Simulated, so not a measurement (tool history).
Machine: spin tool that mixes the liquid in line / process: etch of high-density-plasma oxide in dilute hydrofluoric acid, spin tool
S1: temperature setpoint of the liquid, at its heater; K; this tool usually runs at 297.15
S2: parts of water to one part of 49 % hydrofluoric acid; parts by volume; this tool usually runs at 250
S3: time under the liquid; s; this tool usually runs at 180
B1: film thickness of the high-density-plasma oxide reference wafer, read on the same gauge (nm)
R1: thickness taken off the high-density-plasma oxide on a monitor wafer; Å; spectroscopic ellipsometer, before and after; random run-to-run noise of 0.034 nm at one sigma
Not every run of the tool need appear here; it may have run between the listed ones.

| run | hour | S1 | S2 | S3 | B1 | R1 |
|---|---|---|---|---|---|---|
| 1 | 0 | 297.15 | 250 | 180 | 120.012 | 29.33 |
| 2 | 64 | 297.15 | 250 | 180 | 120.012 | 28.58 |
| 3 | 166.2 | 297.15 | 250 | 180 | 119.976 | 28.48 |
| 4 | 208.4 | 297.15 | 250 | 180 | 119.975 | 28.39 |
| 5 | 235.8 | 297.15 | 350 | 145 | 120.006 | 15.04 |
| 6 | 284.3 | 297.15 | 250 | 180 | 120 | 28.63 |
| 7 | 322.9 | 297.15 | 250 | 180 | 120.023 | 27.9 |
| 8 | 353.6 | 297.15 | 250 | 180 | 119.996 | 28.14 |
| 9 | 383.6 | 297.15 | 250 | 180 | 119.979 | 27.79 |
|  | 429.3 | hydrofluoric acid flow meter replaced |
| 10 | 452.5 | 297.15 | 250 | 180 | 119.99 | 28.45 |
| 11 | 491.6 | 297.15 | 250 | 180 | 119.999 | 28.08 |
| 12 | 550.8 | 297.15 | 315 | 235 | 119.993 | 27.17 |
| 13 | 593.2 | 297.15 | 315 | 235 | 119.987 | 27.63 |
|  | 626.9 | thermometer replaced |
| 14 | 645.9 | 297.15 | 315 | 235 | 120.009 | 29.34 |
| 15 | 716.7 | 298.65 | 250 | 125 | 120.017 | 21.99 |
| 16 | 784.9 | 294.65 | 320 | 180 | 120 | 19.79 |
| 17 | 846.6 | 297.15 | 250 | 180 | 120.011 | 29.89 |
|  | 869.3 | gauge calibrated |
| 18 | 912.7 | 299.15 | 250 | 125 | 119.995 | 21.74 |
| 19 | 946.3 | 297.15 | 250 | 180 | 120.004 | 29.91 |
| 20 | 1001.6 | 300.65 | 130 | 180 | 119.995 | 73.62 |
| 21 | 1049.4 | 294.65 | 305 | 180 | 119.989 | 20.92 |
| 22 | 1100.8 | 299.15 | 145 | 245 | 120.013 | 82.5 |
| 23 | 1137.2 | 295.65 | 250 | 95 | 119.988 | 14.56 |
| 24 | 1206.4 | 297.15 | 250 | 180 | 119.997 | 29.4 |
| 25 | 1275 | 300.65 | 315 | 290 | 119.976 | 38.63 |
| 26 | 1323.9 | 300.15 | 160 | 180 | 119.984 | 55.09 |
| 27 | 1373.3 | 297.15 | 130 | 105 | 120.013 | 36.65 |
| 28 | 1431 | 298.65 | 250 | 125 | 120.003 | 21.63 |
| 29 | 1462.7 | 300.65 | 250 | 235 | 119.989 | 42.65 |
| 30 | 1521.1 | 301.65 | 360 | 240 | 119.997 | 27.67 |
| 31 | 1572.3 | 294.15 | 300 | 265 | 119.984 | 29.89 |

What if the next run were any one of these 5? Each begins from the tool's condition after run 31:
| A | 1572.8 | 297.15 | 250 | 180 | ? | ? |
| B | 1572.8 | 294.15 | 250 | 180 | ? | ? |
| C | 1572.8 | 300.65 | 290 | 130 | ? | ? |
| D | 1572.8 | 300.65 | 310 | 250 | ? | ? |
| E | 1572.8 | 293.15 | 250 | 85 | ? | ? |

| run | B1 | R1 |
|---|---|---|
| A | 120.013 | 28.21 |
| B | 120.013 | 25.23 |
| C | 120.013 | 19.11 |
| D | 120.013 | 33.69 |
| E | 120.013 | 11.47 |
Take away the tool's hidden state, keep each run's random variation, and the runs would have read:
| run | R1 |
|---|---|
| A | 30.27 |
| B | 27.13 |
| C | 20.41 |
| D | 35.95 |
| E | 12.34 |

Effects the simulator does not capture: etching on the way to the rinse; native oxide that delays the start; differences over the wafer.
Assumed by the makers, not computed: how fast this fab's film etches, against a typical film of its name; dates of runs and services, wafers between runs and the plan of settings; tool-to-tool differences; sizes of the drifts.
